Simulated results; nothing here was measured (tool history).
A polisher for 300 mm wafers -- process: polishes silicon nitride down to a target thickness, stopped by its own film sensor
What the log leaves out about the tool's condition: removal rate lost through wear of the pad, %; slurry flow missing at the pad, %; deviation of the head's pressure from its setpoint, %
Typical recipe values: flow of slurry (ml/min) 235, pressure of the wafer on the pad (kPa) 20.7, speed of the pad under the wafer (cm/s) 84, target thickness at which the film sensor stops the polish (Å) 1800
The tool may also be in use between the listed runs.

run   hour  flow of slurry (ml/min)  pressure of the wafer on the pad (kPa)  speed of the pad under the wafer (cm/s)  target thickness at which the film sensor stops the polish (Å)  wafers since the last listed run  wafers polished on this pad  hours since the slurry nozzle was cleaned  hours since the head pressure was calibrated  incoming thickness of the incoming film, nm  time until the film sensor stopped the polish (s)
  1      0                      235                                    20.7                                       84                                                            1800                                 0                          237                                      114.1                                         658.5                                        278.8                                               81.6
  2   32.9                      235                                    20.7                                       84                                                            1800                               193                          430                                        147                                         691.4                                        278.4                                               79.5
  3     46                      235                                    20.7                                       84                                                            1800                                76                          507                                      160.1                                         704.5                                        281.4                                               84.7
  4   60.5                      235                                    20.7                                       84                                                            1800                                85                          592                                      174.6                                           719                                        280.9                                               82.6
     137.3  -- worn pad replaced by a new one
  5  157.9                      235                                    20.7                                       84                                                            1800                               548                          120                                        272                                         816.4                                        277.8                                               83.3
  6  189.1                      300                                    20.7                                       84                                                            1800                               183                          304                                      303.2                                         847.6                                        280.2                                               84.8
     195.9  -- slurry nozzle cleaned
  7  206.8                      235                                    20.7                                       68                                                            1720                                98                          402                                       10.9                                         865.3                                        279.6                                               98.2
  8  225.4                      235                                    20.7                                       68                                                            1720                               109                          511                                       29.5                                         883.9                                          283                                              100.9
  9  253.7                      235                                    20.7                                       68                                                            1720                               166                          677                                       57.8                                         912.2                                          282                                              100.1
 10  276.9                      235                                    20.7                                       92                                                            1800                               136                          814                                         81                                         935.4                                        281.7                                               77.5
 11  294.2                      235                                    20.7                                       92                                                            1800                               101                          915                                       98.3                                         952.7                                        282.1                                               78.5
     304.1  -- worn pad replaced by a new one
     305.7  -- head pressure recalibrated
 12    330                      235                                    20.7                                       84                                                            1800                               177                          143                                      134.1                                          24.3                                        278.8                                               81.4
 13  353.3                      235                                    20.7                                       84                                                            1580                               136                          279                                      157.4                                          47.6                                          279                                               99.9
 14  381.1                      235                                    20.7                                       84                                                            1580                               163                          443                                      185.2                                          75.4                                        280.4                                              101.3
 15  397.2                      235                                    20.7                                       84                                                            1580                                94                          537                                      201.3                                          91.5                                        276.1                                               98.6
 16  421.6                      235                                    20.7                                       84                                                            1800                               143                          681                                      225.7                                         115.9                                        279.8                                               84.8
 17  442.4                      265                                    20.7                                       84                                                            1670                               122                          803                                      246.5                                         136.7                                        281.6                                               95.6
     451.8  -- worn pad replaced by a new one
 18  461.4                      235                                    20.7                                       84                                                            1580                                88                           56                                      265.5                                         155.7                                        278.7                                              101.4
 19  474.2                      235                                    17.2                                       84                                                            1910                                75                          131                                      278.3                                         168.5                                        280.1                                                 87
 20  501.9                      235                                    20.7                                      100                                                            1800                               162                          294                                        306                                         196.2                                        281.7                                               79.2
     513.2  -- slurry nozzle cleaned
 21  537.3                      290                                    26.9                                       92                                                            1650                               202                          496                                       24.1                                         231.6                                        284.6                                               72.5
 22  569.4                      235                                    20.7                                       84                                                            1800                               188                          685                                       56.2                                         263.7                                        278.5                                               78.8
 23  599.3                      165                                    20.7                                       98                                                            1800                               175                          860                                       86.1                                         293.6                                        281.8                                               79.7
     635.2  -- worn pad replaced by a new one
 24  651.2                      315                                    24.1                                       58                                                            2010                               281                           94                                        138                                         345.5                                        279.1                                               68.3
 25  679.9                      310                                    20.7                                       84                                                            1800                               168                          262                                      166.7                                         374.2                                        279.7                                               79.4
 26  693.7                      195                                    18.6                                       66                                                            1800                                81                          343                                      180.5                                           388                                        282.6                                                108
 27  708.7                      235                                    24.1                                      108                                                            1800                                88                          431                                      195.5                                           403                                        282.9                                               65.1
 28  725.9                      235                                    20.7                                       84                                                            1590                               101                          533                                      212.7                                         420.2                                        281.1                                              101.5
 29  744.9                      235                                    20.7                                       84                                                            1800                               111                          644                                      231.7                                         439.2                                        283.2                                               86.8
 30  766.9                      165                                    20.7                                       56                                                            1800                               129                          773                                      253.7                                         461.2                                        282.2                                              117.6
 31  794.3                      160                                    25.5                                      100                                                            1900                               160                          934                                      281.1                                         488.6                                        285.8                                               67.1
     806.3  -- worn pad replaced by a new one
 32  817.6                      235                                    20.7                                       84                                                            1800                               113                           66                                      304.4                                         511.9                                        284.8                                               89.8

Measured minus without-hidden-state, run by run (identical run-to-run variation in each term; gauge scatter may differ):
run  time until the film sensor stopped the polish (s)
  1                                               +2.5
  2                                               +3.1
  3                                               +3.6
  4                                               +3.7
  5                                               +6.3
  6                                               +5.9
  7                                               +0.8
  8                                               +1.2
  9                                               +1.6
 10                                               +1.6
 11                                               +1.8
 12                                               +2.6
 13                                               +3.6
 14                                               +4.4
 15                                               +4.7
 16                                               +4.6
 17                                               +5.1
 18                                               +6.8
 19                                               +6.2
 20                                               +6.4
 21                                               +0.6
 22                                               +1.3
 23                                               +2.4
 24                                               +1.7
 25                                               +2.4
 26                                               +5.5
 27                                               +3.1
 28                                               +5.2
 29                                               +4.9
 30                                              +10.4
 31                                                 +7
 32                                               +7.3
